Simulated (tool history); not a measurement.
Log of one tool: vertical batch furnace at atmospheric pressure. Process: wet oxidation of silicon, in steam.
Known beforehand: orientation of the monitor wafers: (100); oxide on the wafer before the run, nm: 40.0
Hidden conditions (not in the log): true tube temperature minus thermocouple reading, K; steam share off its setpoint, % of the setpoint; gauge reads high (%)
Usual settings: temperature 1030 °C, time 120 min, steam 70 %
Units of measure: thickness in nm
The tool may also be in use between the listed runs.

run	hour	temperature	time	steam	wafers since the last listed run	hours since the last temperature calibration	hours since the steam generator was serviced	hours since the gauge calibration	read-back reference wafer on the same gauge, thickness	thickness
1	0	1030	120	70	0	1489.8	1457.5	463.9	613.1	642.89
2	62.3	1030	120	70	465	1552.1	1519.8	526.2	612.54	648.16
3	94	1030	120	70	236	1583.8	1551.5	557.9	613.62	645.6
4	121.6	1030	120	70	206	1611.4	1579.1	585.5	612.27	643.81
# hour 144.7: gauge calibrated
5	172.6	1030	120	70	380	1662.4	1630.1	27.9	612.7	649.64
6	199.2	1030	120	67	198	1689	1656.7	54.5	612.69	619.77
7	225.1	1030	120	67	193	1714.9	1682.6	80.4	614.05	631.55
8	284.1	1030	91.5	63	440	1773.9	1741.6	139.4	612.52	507.82
9	320.6	1030	91.5	63	272	1810.4	1778.1	175.9	613.16	505.02
10	355.7	1030	91.5	63	262	1845.5	1813.2	211	613.63	506.18
11	388.3	1030	133	70	243	1878.1	1845.8	243.6	613.33	676.61
12	451.3	1009	120	73	470	1941.1	1908.8	306.6	612.4	570.62
# hour 529.1: steam generator serviced
13	529.6	1039	120	70	405	2019.4	0.5	384.9	612.56	700.94
14	550	1045	138	82	152	2039.8	20.9	405.3	612.07	865.73
15	595.3	1030	120	70	338	2085.1	66.2	450.6	613.34	669.02
# hour 621.7: thermocouples replaced and temperature profile calibrated
16	658.5	1017	120	73	292	36.8	129.4	513.8	613.19	644.53
17	728.7	1049	69	75	524	107	199.6	584	613.13	557.47
# hour 749.6: gauge calibrated
18	795.3	1030	120	62	497	173.6	266.2	45.7	612.7	620.2
19	838.6	1030	120	70	323	216.9	309.5	89	613.41	671.04
20	924.1	1043	103.5	70	638	302.4	395	174.5	613.89	656.64
21	959.8	1011	120	70	266	338.1	430.7	210.2	612.69	602.46
22	1004	1030	120	70	330	382.3	474.9	254.4	611.49	672.08

For each entry between runs, how does the tool's hidden state at the last listed run before it compare with that at the first listed run after it?
Run 4 -> run 5: gauge calibrated (hour 144.7)
  steam share off its setpoint, % of the setpoint: -7.34 -> -7.78
  the result without the hidden state subtracted from the measured one, thickness: -29.9 -> -32.1 nm
Run 12 -> run 13: steam generator serviced (hour 529.1)
  steam share off its setpoint, % of the setpoint: -10.4 -> -0.808
  the result without the hidden state subtracted from the measured one, thickness: -40.13 -> -3.34 nm
Run 15 -> run 16: thermocouples replaced and temperature profile calibrated (hour 621.7)
  steam share off its setpoint, % of the setpoint: -0.819 -> -0.853
  the result without the hidden state subtracted from the measured one, thickness: -3.28 -> -3.36 nm
Run 17 -> run 18: gauge calibrated (hour 749.6)
  steam share off its setpoint, % of the setpoint: -0.914 -> -0.997
  the result without the hidden state subtracted from the measured one, thickness: -3.03 -> -3.73 nm
